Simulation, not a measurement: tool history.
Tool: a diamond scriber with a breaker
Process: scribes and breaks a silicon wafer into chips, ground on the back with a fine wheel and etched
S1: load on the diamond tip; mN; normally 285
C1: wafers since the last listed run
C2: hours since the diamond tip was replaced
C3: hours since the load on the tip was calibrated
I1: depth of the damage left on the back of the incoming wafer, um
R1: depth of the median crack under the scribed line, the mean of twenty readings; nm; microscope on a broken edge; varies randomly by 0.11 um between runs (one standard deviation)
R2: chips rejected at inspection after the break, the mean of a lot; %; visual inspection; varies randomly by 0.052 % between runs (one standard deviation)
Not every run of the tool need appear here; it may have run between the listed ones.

Run 1, hour 0.0: usual settings but S1 343 mN; C1 0; C2 11.0; C3 964.7; I1 0.46. Result: R1 13660 nm, R2 6.10 %.
Run 2, hour 35.7: usual settings but S1 234 mN; C1 185; C2 46.7; C3 1000.4; I1 0.69. Result: R1 10190 nm, R2 3.73 %.
Run 3, hour 131.2: usual settings but S1 234 mN; C1 496; C2 142.2; C3 1095.9; I1 0.54. Result: R1 10120 nm, R2 4.40 %.
Run 4, hour 161.6: usual settings but S1 234 mN; C1 158; C2 172.6; C3 1126.3; I1 0.68. Result: R1 10110 nm, R2 4.78 %.
Run 5, hour 197.4: usual settings; C1 186; C2 208.4; C3 1162.1; I1 0.39. Result: R1 11490 nm, R2 1.25 %.
Run 6, hour 226.5: usual settings; C1 151; C2 237.5; C3 1191.2; I1 0.69. Result: R1 11470 nm, R2 1.18 %.
Run 7, hour 257.4: usual settings but S1 226 mN; C1 160; C2 268.4; C3 1222.1; I1 0.35. Result: R1 9590 nm, R2 7.08 %.
Run 8, hour 270.4: usual settings; C1 67; C2 281.4; C3 1235.1; I1 0.62. Result: R1 11460 nm, R2 1.23 %.
Run 9, hour 298.7: usual settings but S1 258 mN; C1 147; C2 309.7; C3 1263.4; I1 0.54. Result: R1 10450 nm, R2 2.32 %.
Run 10, hour 319.6: usual settings but S1 258 mN; C1 108; C2 330.6; C3 1284.3; I1 0.35. Result: R1 10520 nm, R2 2.49 %.
Run 11, hour 349.8: usual settings; C1 157; C2 360.8; C3 1314.5; I1 0.68. Result: R1 11330 nm, R2 1.26 %.
At hour 359.4: load on the tip recalibrated.
Run 12, hour 364.6: usual settings; C1 66; C2 375.6; C3 5.2; I1 0.35. Result: R1 10640 nm, R2 1.77 %.
Run 13, hour 392.4: usual settings; C1 144; C2 403.4; C3 33.0; I1 0.54. Result: R1 10890 nm, R2 1.73 %.
Run 14, hour 416.2: usual settings; C1 123; C2 427.2; C3 56.8; I1 0.71. Result: R1 10840 nm, R2 1.84 %.
Run 15, hour 442.4: usual settings; C1 136; C2 453.4; C3 83.0; I1 0.61. Result: R1 10830 nm, R2 1.79 %.
Run 16, hour 460.2: usual settings; C1 92; C2 471.2; C3 100.8; I1 0.76. Result: R1 10660 nm, R2 1.88 %.
Run 17, hour 484.5: usual settings but S1 237 mN; C1 126; C2 495.5; C3 125.1; I1 0.60. Result: R1 9240 nm, R2 8.72 %.
Run 18, hour 519.4: usual settings but S1 237 mN; C1 181; C2 530.4; C3 160.0; I1 0.78. Result: R1 9510 nm, R2 8.89 %.
Run 19, hour 549.5: usual settings but S1 237 mN; C1 156; C2 560.5; C3 190.1; I1 0.34. Result: R1 9430 nm, R2 9.34 %.
Run 20, hour 573.8: usual settings but S1 224 mN; C1 126; C2 584.8; C3 214.4; I1 0.76. Result: R1 9030 nm, R2 12.11 %.
Run 21, hour 604.9: usual settings; C1 161; C2 615.9; C3 245.5; I1 0.39. Result: R1 10750 nm, R2 2.20 %.
Run 22, hour 632.9: usual settings; C1 145; C2 643.9; C3 273.5; I1 0.68. Result: R1 10420 nm, R2 2.26 %.
Run 23, hour 647.1: usual settings but S1 255 mN; C1 73; C2 658.1; C3 287.7; I1 0.58. Result: R1 9710 nm, R2 5.72 %.
Run 24, hour 660.0: usual settings but S1 352 mN; C1 67; C2 671.0; C3 300.6; I1 0.42. Result: R1 12280 nm, R2 2.25 %.

What does the tool deliver on the next run?
Run 25, hour 690.0: usual settings but S1 220 mN; C1 156; C2 701.0; C3 330.6; I1 0.45. Result: R1 ?, R2 ?.

{"run 25": {"R1": 8750, "R2": 14.57}}
Without the tool's hidden state the same run would have given R1 9460 nm, R2 8.14 %.
